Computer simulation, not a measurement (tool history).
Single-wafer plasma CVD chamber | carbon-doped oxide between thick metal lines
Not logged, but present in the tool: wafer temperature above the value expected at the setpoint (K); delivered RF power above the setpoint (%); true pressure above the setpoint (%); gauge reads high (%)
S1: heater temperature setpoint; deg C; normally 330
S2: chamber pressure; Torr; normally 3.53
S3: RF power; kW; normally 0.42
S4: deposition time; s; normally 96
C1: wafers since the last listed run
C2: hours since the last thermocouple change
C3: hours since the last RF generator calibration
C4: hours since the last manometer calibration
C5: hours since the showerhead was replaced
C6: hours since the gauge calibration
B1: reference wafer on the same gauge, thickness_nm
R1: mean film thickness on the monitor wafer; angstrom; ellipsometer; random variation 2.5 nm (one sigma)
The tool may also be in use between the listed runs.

run	hour	S1	S2	S3	S4	C1	C2	C3	C4	C5	C6	B1	R1
1	0	324	3.53	0.42	96	0	2261.7	91.7	39.9	7822.9	501.1	375.366	3990.75
2	20.2	330	3.53	0.42	104.8	351	2281.9	111.9	60.1	7843.1	521.3	374.059	4303.67
3	55	330	3.53	0.42	96	604	2316.7	146.7	94.9	7877.9	556.1	374.375	3923.68
4	68.4	330	3.53	0.42	96	232	2330.1	160.1	108.3	7891.3	569.5	373.763	3899.39
5	104.3	330	3.53	0.42	96	623	2366	196	144.2	7927.2	605.4	373.986	3951.25
# hour 112.8: RF generator calibrated, repeated, since the last time left the tool worse
6	120.3	330	3.53	0.42	96	139	2382	7.5	160.2	7943.2	621.4	374.186	4217.92
7	141.3	330	3.82	0.42	89.6	364	2403	28.5	181.2	7964.2	642.4	374.476	3946.39
8	159.7	330	3.53	0.42	96	319	2421.4	46.9	199.6	7982.6	660.8	373.942	4184.88
# hour 185.8: showerhead replaced
9	186.3	330	4.22	0.42	96	323	2448	73.5	226.2	0.5	687.4	374.266	4290.77
# hour 197.2: gauge calibrated
10	202.2	337	2.79	0.395	96	276	2463.9	89.4	242.1	16.4	5	374.003	3839.92
11	222.3	330	3.53	0.42	96	349	2484	109.5	262.2	36.5	25.1	374.033	4205.75
12	251.8	330	3.53	0.42	96	512	2513.5	139	291.7	66	54.6	373.653	4161.94
13	287	318	2.74	0.45	79.4	611	2548.7	174.2	326.9	101.2	89.8	373.33	3623.95
14	300.5	324	4.4	0.36	96	234	2562.2	187.7	340.4	114.7	103.3	373.69	4000.77
# hour 336: thermocouple changed; heater temperature recalibrated
15	339.8	330	3.53	0.42	96	544	3.8	227	379.7	154	142.6	374.471	4169.64
16	361.7	337	3.19	0.42	96	380	25.7	248.9	401.6	175.9	164.5	373.956	4045.37
17	413.3	330	2.8	0.385	96	896	77.3	300.5	453.2	227.5	216.1	373.462	3831.8
18	446.8	330	3.53	0.42	96	582	110.8	334	486.7	261	249.6	373.493	4188.96
19	478.3	330	3.53	0.355	96	547	142.3	365.5	518.2	292.5	281.1	374.228	3738.97
20	499.9	324	4.26	0.42	84	375	163.9	387.1	539.8	314.1	302.7	374.503	3838.93
21	523.6	330	3.53	0.42	113	411	187.6	410.8	563.5	337.8	326.4	372.876	4929.15
22	554.5	330	3.53	0.42	96	537	218.5	441.7	594.4	368.7	357.3	373.807	4184.02
23	567.1	344	4.1	0.455	112	218	231.1	454.3	607	381.3	369.9	374.03	5079.22
24	586.9	330	3.53	0.385	96	344	250.9	474.1	626.8	401.1	389.7	373.746	3919.72
25	634.6	330	3.53	0.42	96	829	298.6	521.8	674.5	448.8	437.4	374.009	4223.17
26	664.1	340	4.09	0.42	109.7	512	328.1	551.3	704	478.3	466.9	373.439	4834.29
27	699.5	330	4.09	0.37	78.2	615	363.5	586.7	739.4	513.7	502.3	375.129	3209.8
28	724.4	335	3.53	0.42	78.4	432	388.4	611.6	764.3	538.6	527.2	374.557	3354.78

Some steps in R1, run to run, broken into two amounts with sign: the step expected even without the hidden condition (settings, incoming material, random variation), and the rest, left for the hidden condition together with whatever gauge scatter is not in both the measured and the hidden-condition-free result:
Run 2 -> 3: S4 104.8 -> 96. R1 -379.99 angstrom: hidden state +27.42, all else -407.41.
Run 5 -> 6: RF generator calibrated, repeated, since the last time left the tool worse. R1 +266.67 angstrom: hidden state +287.52, all else -20.85.
Run 23 -> 24: S1 344 -> 330, S2 4.1 -> 3.53, S3 0.455 -> 0.385, S4 112 -> 96. R1 -1159.5 angstrom: hidden state +4.15, all else -1163.65.
Run 26 -> 27: S1 340 -> 330, S3 0.42 -> 0.37, S4 109.7 -> 78.2. R1 -1624.49 angstrom: hidden state +6.83, all else -1631.32.
